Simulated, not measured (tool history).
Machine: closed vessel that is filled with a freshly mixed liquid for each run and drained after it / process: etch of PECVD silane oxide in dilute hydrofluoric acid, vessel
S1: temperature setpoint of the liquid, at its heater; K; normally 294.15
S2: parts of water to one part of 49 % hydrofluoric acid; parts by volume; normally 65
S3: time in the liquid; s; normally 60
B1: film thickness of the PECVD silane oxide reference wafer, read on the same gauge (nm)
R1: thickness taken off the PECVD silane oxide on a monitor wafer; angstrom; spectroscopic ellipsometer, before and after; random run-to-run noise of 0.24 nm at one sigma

run,day,S1,S2,S3,B1,R1
1,0,294.15,65,60,110,288.5
2,1.95,294.15,65,60,110,289.1
3,4.767,294.15,65,60,110.01,290.6
4,7.979,292.15,65,60,109.98,267.4
5,11.238,292.15,65,60,110.03,271.6
6,13.583,292.15,65,60,110,272.4
# day 13.825: hydrofluoric acid flow meter replaced
7,16.35,297.15,85,60,110.02,241.6
8,19.258,297.15,85,60,110.02,239.6
9,20.921,294.15,65,60,110.02,287.6
# day 22.754: thermometer replaced
10,28.967,294.15,65,60,109.99,270.6
# day 29.162: gauge calibrated
11,31.708,294.15,65,60,110.01,269.6
12,33.312,297.65,50,60,110.01,416.8
13,36.146,297.65,50,60,109.98,420.9
14,38.796,294.15,85,50,109.97,170.5
15,40.583,294.15,65,60,110,276.2
16,43.142,294.15,65,60,109.95,274.2
# day 44.712: hydrofluoric acid flow meter replaced
17,46.992,294.15,35,80,110.02,694.6
18,50.108,292.65,85,60,109.96,192.2
19,51.912,297.65,75,45,110.01,201.9
20,54,296.65,65,60,110.01,300.6
21,57.983,291.65,85,75,110.01,231.8
22,61.662,290.65,45,45,110.02,271.6
23,64.692,292.15,65,60,110,260.1
24,67.779,298.15,55,30,109.99,201.6
25,70.646,291.65,65,60,109.98,252.1
26,72.292,290.15,45,30,109.97,175.1

Table of differences, measured result less the result of that run with no hidden state. Run-to-run variation is the same in both. Gauge scatter possibly is not:
Unlogged tool condition in this case: liquid hotter than its thermometer reads (K); hydrofluoric acid flow above the setpoint (%); gauge reads high (%).
run,R1
1,+27
2,+28.2
3,+29.9
4,+29.3
5,+31.4
6,+32.7
7,+20.9
8,+22.1
9,+28.2
10,+9.5
11,+10.9
12,+17.8
13,+20.6
14,+9.3
15,+16.1
16,+17.3
17,+23.3
18,+7.6
19,+8.5
20,+14
21,+12.9
22,+17.3
23,+18
24,+14.7
25,+20.4
26,+14.8

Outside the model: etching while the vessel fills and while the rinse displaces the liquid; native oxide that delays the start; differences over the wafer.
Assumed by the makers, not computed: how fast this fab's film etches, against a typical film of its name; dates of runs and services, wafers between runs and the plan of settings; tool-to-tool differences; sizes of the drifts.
